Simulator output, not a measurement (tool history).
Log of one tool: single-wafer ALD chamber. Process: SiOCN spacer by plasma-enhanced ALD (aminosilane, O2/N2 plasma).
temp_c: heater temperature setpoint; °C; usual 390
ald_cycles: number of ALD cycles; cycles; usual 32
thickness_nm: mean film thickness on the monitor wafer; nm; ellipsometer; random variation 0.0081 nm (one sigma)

run    hour  temp_c  ald_cycles  read-back reference wafer on the same gauge, thickness_nm  thickness_nm
  1     0.0     390          32                                                      1.887         1.840
  2   112.5     390          32                                                      1.874         1.846
  3   156.8     390          32                                                      1.866         1.835
  4   259.4     381          32                                                      1.864         1.818
  5   311.1     390          32                                                      1.856         1.822
  6   386.9     390          32                                                      1.854         1.808
  7   426.5     390          32                                                      1.849         1.819
  8   482.7     390          32                                                      1.848         1.806
  9   580.2     390          32                                                      1.843         1.796
 10   811.2     390          32                                                      1.829         1.787
 11   913.9     390          32                                                      1.831         1.791
 12   993.3     390          32                                                      1.826         1.790
 13  1101.0     385          36                                                      1.823         2.007
 14  1189.0     385          36                                                      1.825         1.997
 15  1357.2     390          32                                                      1.823         1.782
 16  1444.5     390          32                                                      1.825         1.776
 17  1529.9     390          31                                                      1.915         1.805
 18  1610.2     390          31                                                      1.901         1.803
 19  1696.1     390          31                                                      1.890         1.790
 20  1761.6     385          26                                                      1.879         1.489
 21  1806.4     390          32                                                      1.878         1.832
 22  1908.3     399          32                                                      1.870         1.838
 23  1950.0     400          32                                                      1.859         1.821
 24  2044.2     390          32                                                      1.858         1.816
 25  2134.4     390          32                                                      1.854         1.807
 26  2181.1     395          38                                                      1.852         2.149
 27  2262.7     390          30                                                      1.848         1.711
 28  2333.7     390          26                                                      1.840         1.472
 29  2378.2     390          32                                                      1.848         1.804
 30  2474.4     390          35                                                      1.838         1.976
 31  2568.1     402          32                                                      1.838         1.772
 32  2657.9     390          32                                                      1.833         1.781
 33  2753.6     390          32                                                      1.837         1.806
 34  2804.3     376          36                                                      1.835         2.033
 35  2870.9     401          27                                                      1.835         1.490
 36  2971.8     377          37                                                      1.833         2.063
 37  3058.0     395          26                                                      1.919         1.528
 38  3119.5     390          32                                                      1.906         1.869

Not shown: 4 entries that the log had between the listed runs. Between which runs, and how does the tool's hidden state differ before and after?
Between runs 12 and 13: thermocouple changed; heater temperature recalibrated (hour 1094.5)
  gauge reads high (%): -4.78 -> -4.88
  measured less the result without the state, thickness_nm: -0.090 -> -0.103 nm
Between runs 16 and 17: gauge calibrated (hour 1475.3)
  gauge reads high (%): -5.09 -> -0.385
  measured less the result without the state, thickness_nm: -0.095 -> -0.007 nm
Between runs 36 and 37: gauge calibrated (hour 3041.8); thermocouple changed; heater temperature recalibrated (hour 3054.3)
  gauge reads high (%): -4.6 -> -0.138
  measured less the result without the state, thickness_nm: -0.100 -> -0.002 nm
